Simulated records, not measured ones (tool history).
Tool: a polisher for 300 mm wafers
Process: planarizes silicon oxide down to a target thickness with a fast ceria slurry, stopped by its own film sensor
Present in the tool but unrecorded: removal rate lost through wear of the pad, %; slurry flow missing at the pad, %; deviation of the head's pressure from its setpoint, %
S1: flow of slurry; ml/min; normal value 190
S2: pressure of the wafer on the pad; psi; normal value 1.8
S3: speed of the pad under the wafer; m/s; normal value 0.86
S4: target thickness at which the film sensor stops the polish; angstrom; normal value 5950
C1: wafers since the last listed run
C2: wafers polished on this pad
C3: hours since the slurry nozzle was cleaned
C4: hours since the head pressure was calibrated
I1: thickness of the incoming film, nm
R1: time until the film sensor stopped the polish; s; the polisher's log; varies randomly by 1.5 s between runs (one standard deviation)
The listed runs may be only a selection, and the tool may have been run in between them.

| run | hour | S1 | S2 | S3 | S4 | C1 | C2 | C3 | C4 | I1 | R1 |
|---|---|---|---|---|---|---|---|---|---|---|---|
| 1 | 0.0 | 190 | 1.8 | 0.98 | 5950 | 0 | 93 | 444.2 | 635.1 | 1672.1 | 116.4 |
| 2 | 30.2 | 190 | 1.8 | 0.98 | 5950 | 241 | 334 | 474.4 | 665.3 | 1675.4 | 116.7 |
| 3 | 92.5 | 190 | 1.8 | 0.86 | 5950 | 498 | 833 | 536.7 | 727.6 | 1642.8 | 122.1 |
| 4 | 124.1 | 190 | 1.8 | 0.86 | 5950 | 252 | 1086 | 568.3 | 759.2 | 1653.5 | 121.6 |
|  | 132.1 | slurry nozzle cleaned |
| 5 | 152.9 | 215 | 1.8 | 0.86 | 5950 | 222 | 1308 | 20.8 | 788.0 | 1664.3 | 120.8 |
|  | 159.0 | worn pad replaced by a new one |
| 6 | 181.1 | 215 | 1.8 | 0.86 | 5950 | 193 | 176 | 49.0 | 816.2 | 1684.7 | 122.9 |
| 7 | 206.6 | 190 | 2.1 | 0.86 | 8740 | 204 | 380 | 74.5 | 841.7 | 1664.6 | 81.3 |
| 8 | 228.7 | 190 | 2.1 | 0.86 | 8740 | 176 | 557 | 96.6 | 863.8 | 1689.5 | 85.6 |
| 9 | 255.9 | 190 | 2.1 | 0.86 | 8740 | 217 | 775 | 123.8 | 891.0 | 1670.8 | 81.4 |
| 10 | 278.3 | 190 | 1.8 | 0.86 | 5950 | 179 | 954 | 146.2 | 913.4 | 1670.3 | 122.9 |
|  | 306.9 | worn pad replaced by a new one |
| 11 | 313.2 | 190 | 1.8 | 0.86 | 5950 | 247 | 50 | 181.1 | 948.3 | 1680.9 | 127.4 |
| 12 | 344.6 | 190 | 1.8 | 0.86 | 5950 | 251 | 301 | 212.5 | 979.7 | 1664.9 | 119.5 |
| 13 | 367.0 | 190 | 1.4 | 1.08 | 5950 | 179 | 481 | 234.9 | 1002.1 | 1665.9 | 125.2 |
| 14 | 401.3 | 190 | 1.4 | 1.08 | 5950 | 274 | 755 | 269.2 | 1036.4 | 1665.7 | 122.2 |
| 15 | 427.1 | 190 | 1.4 | 1.08 | 5950 | 206 | 962 | 295.0 | 1062.2 | 1644.8 | 121.4 |
| 16 | 455.0 | 190 | 1.8 | 0.86 | 5950 | 223 | 1185 | 322.9 | 1090.1 | 1687.5 | 121.8 |
| 17 | 471.1 | 230 | 1.8 | 0.86 | 5950 | 128 | 1314 | 339.0 | 1106.2 | 1657.2 | 115.6 |
| 18 | 484.1 | 190 | 1.6 | 0.86 | 5950 | 104 | 1418 | 352.0 | 1119.2 | 1676.7 | 133.9 |
|  | 499.0 | worn pad replaced by a new one, of another model than before |
| 19 | 499.8 | 190 | 2.1 | 0.86 | 8740 | 93 | 6 | 367.7 | 1134.9 | 1700.7 | 77.9 |
| 20 | 530.0 | 150 | 1.2 | 1.06 | 8000 | 241 | 248 | 397.9 | 1165.1 | 1662.5 | 114.7 |

Run 21 comes next. What will it give?
| 21 | 546.3 | 190 | 1.4 | 0.86 | 5950 | 130 | 378 | 414.2 | 1181.4 | 1675.3 | ? |

R1: 148.4 s
With the hidden condition absent and the run-to-run variation left alone, this run would have shown R1 165.4 s.

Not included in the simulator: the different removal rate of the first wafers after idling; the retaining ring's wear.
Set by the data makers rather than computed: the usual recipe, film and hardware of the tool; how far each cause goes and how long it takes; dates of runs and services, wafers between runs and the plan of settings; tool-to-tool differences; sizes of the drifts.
